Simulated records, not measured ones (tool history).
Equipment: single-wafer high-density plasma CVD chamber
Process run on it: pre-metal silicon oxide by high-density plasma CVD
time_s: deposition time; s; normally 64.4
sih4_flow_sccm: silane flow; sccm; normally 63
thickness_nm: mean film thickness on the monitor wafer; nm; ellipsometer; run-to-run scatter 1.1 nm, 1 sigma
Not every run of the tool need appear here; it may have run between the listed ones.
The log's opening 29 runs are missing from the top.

| run | hour | time_s | sih4_flow_sccm | read-back reference wafer on the same gauge, thickness_nm | thickness_nm |
|---|---|---|---|---|---|
| 30 | 377.5 | 56.1 | 53 | 384.14 | 314.817 |
| 31 | 385.2 | 77 | 68 | 383.858 | 516.171 |
| 32 | 396.5 | 51.9 | 63 | 384.196 | 328.798 |
| 33 | 404.9 | 58.4 | 63 | 384.267 | 372.514 |
| 34 | 416.5 | 52.2 | 51 | 383.827 | 286.014 |
| 35 | 432.1 | 74.6 | 52 | 384.119 | 413.422 |
| 36 | 440 | 54.8 | 63 | 383.66 | 347.635 |
| 37 | 451.2 | 64.4 | 63 | 383.903 | 408.177 |
| 38 | 460.1 | 64.4 | 53 | 384.059 | 362.066 |
| 39 | 473.4 | 64.4 | 63 | 384.274 | 410.046 |
| 40 | 481.3 | 74.2 | 63 | 383.698 | 470.467 |
| 41 | 492.7 | 69.3 | 73 | 384.048 | 489.045 |

Below are 3 alternative next runs, each starting from the tool's condition after run 41. Predict each:
| A | 493.1 | 68.8 | 63 | ? | ? |
| B | 493.1 | 64.4 | 67 | ? | ? |
| C | 493.1 | 69.6 | 63 | ? | ? |

| run | read-back reference wafer on the same gauge, thickness_nm | thickness_nm |
|---|---|---|
| A | 384.033 | 436.948 |
| B | 384.033 | 427.656 |
| C | 384.033 | 442.029 |
Had the tool no hidden state, the same runs would have come out as:
| run | thickness_nm |
|---|---|
| A | 436.948 |
| B | 427.656 |
| C | 442.029 |
